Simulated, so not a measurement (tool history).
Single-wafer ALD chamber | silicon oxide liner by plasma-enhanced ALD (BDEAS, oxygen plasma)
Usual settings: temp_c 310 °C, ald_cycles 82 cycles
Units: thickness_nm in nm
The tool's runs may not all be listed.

run,day,temp_c,ald_cycles,wafers since the last listed run,hours since the last thermocouple change,hours since the gauge calibration,"read-back reference wafer on the same gauge, thickness_nm",thickness_nm
1,0.000,317,82,0,595.5,170.4,7.870,7.327
2,0.400,310,82,58,605.1,180.0,7.882,7.455
3,2.396,310,82,291,653.0,227.9,7.857,7.442
4,2.717,310,82,46,660.7,235.6,7.869,7.403
5,3.258,304,82,79,673.7,248.6,7.861,7.499
6,3.929,310,69,98,689.8,264.7,7.858,6.233
7,4.521,310,69,86,704.0,278.9,7.859,6.227
8,5.054,310,82,78,716.8,291.7,7.855,7.385
9,5.662,310,82,88,731.4,306.3,7.847,7.401
10,6.333,310,82,98,747.5,322.4,7.850,7.429
11,6.629,310,82,43,754.6,329.5,7.856,7.373
12,6.971,310,82,49,762.8,337.7,7.842,7.405
13,7.504,310,86,78,775.6,350.5,7.848,7.745
14,7.971,310,86,68,786.8,361.7,7.853,7.777
15,8.462,310,86,71,798.6,373.5,7.847,7.764
16,9.000,310,82,78,811.5,386.4,7.849,7.390
17,9.738,310,82,107,829.2,404.1,7.854,7.401
18,10.308,310,93,83,842.9,417.8,7.850,8.382
19,10.704,310,93,57,852.4,427.3,7.848,8.354
20,11.200,310,82,72,864.3,439.2,7.841,7.410
21,11.729,310,82,77,877.0,451.9,7.842,7.398
22,11.996,296,69,39,883.4,458.3,7.848,6.458
23,12.658,321,95,96,899.3,474.2,7.838,8.360
# day 13.083: gauge calibrated
24,13.179,310,82,76,911.8,2.3,7.909,7.427
25,13.871,316,97,101,928.4,18.9,7.903,8.745
26,14.488,319,86,90,943.2,33.7,7.892,7.723
27,14.938,314,72,65,954.0,44.5,7.892,6.513
28,16.350,323,82,206,987.9,78.4,7.878,7.257
29,16.725,319,82,54,996.9,87.4,7.883,7.334
30,17.117,297,76,57,1006.3,96.8,7.871,7.089
# day 17.504: thermocouple changed; heater temperature recalibrated
31,17.750,322,82,43,5.9,112.0,7.862,7.283
32,18.325,310,66,84,19.7,125.8,7.860,5.974
33,18.712,314,72,56,29.0,135.1,7.859,6.483
34,19.121,296,74,59,38.8,144.9,7.855,6.904
35,19.683,305,72,82,52.3,158.4,7.858,6.576
36,20.179,310,97,72,64.2,170.3,7.862,8.785
37,20.538,296,74,52,72.8,178.9,7.851,6.901
38,20.879,310,82,49,81.0,187.1,7.855,7.376
39,21.288,310,82,59,90.8,196.9,7.852,7.417
40,21.983,321,93,101,107.5,213.6,7.844,8.259
41,22.467,303,76,70,119.1,225.2,7.849,6.926

The tool's hidden state at each run:
wafer temperature above the value expected at the setpoint (K): 0 in every run
H1: gauge reads high (%)
run,H1
1,-0.467
2,-0.489
3,-0.587
4,-0.6
5,-0.622
6,-0.646
7,-0.666
8,-0.683
9,-0.701
10,-0.719
11,-0.727
12,-0.735
13,-0.748
14,-0.758
15,-0.768
16,-0.778
17,-0.791
18,-0.8
19,-0.807
20,-0.814
21,-0.821
22,-0.824
23,-0.832
24,-0.03
25,-0.123
26,-0.2
27,-0.252
28,-0.398
29,-0.432
30,-0.466
31,-0.518
32,-0.562
33,-0.59
34,-0.618
35,-0.654
36,-0.683
37,-0.704
38,-0.722
39,-0.743
40,-0.777
41,-0.799
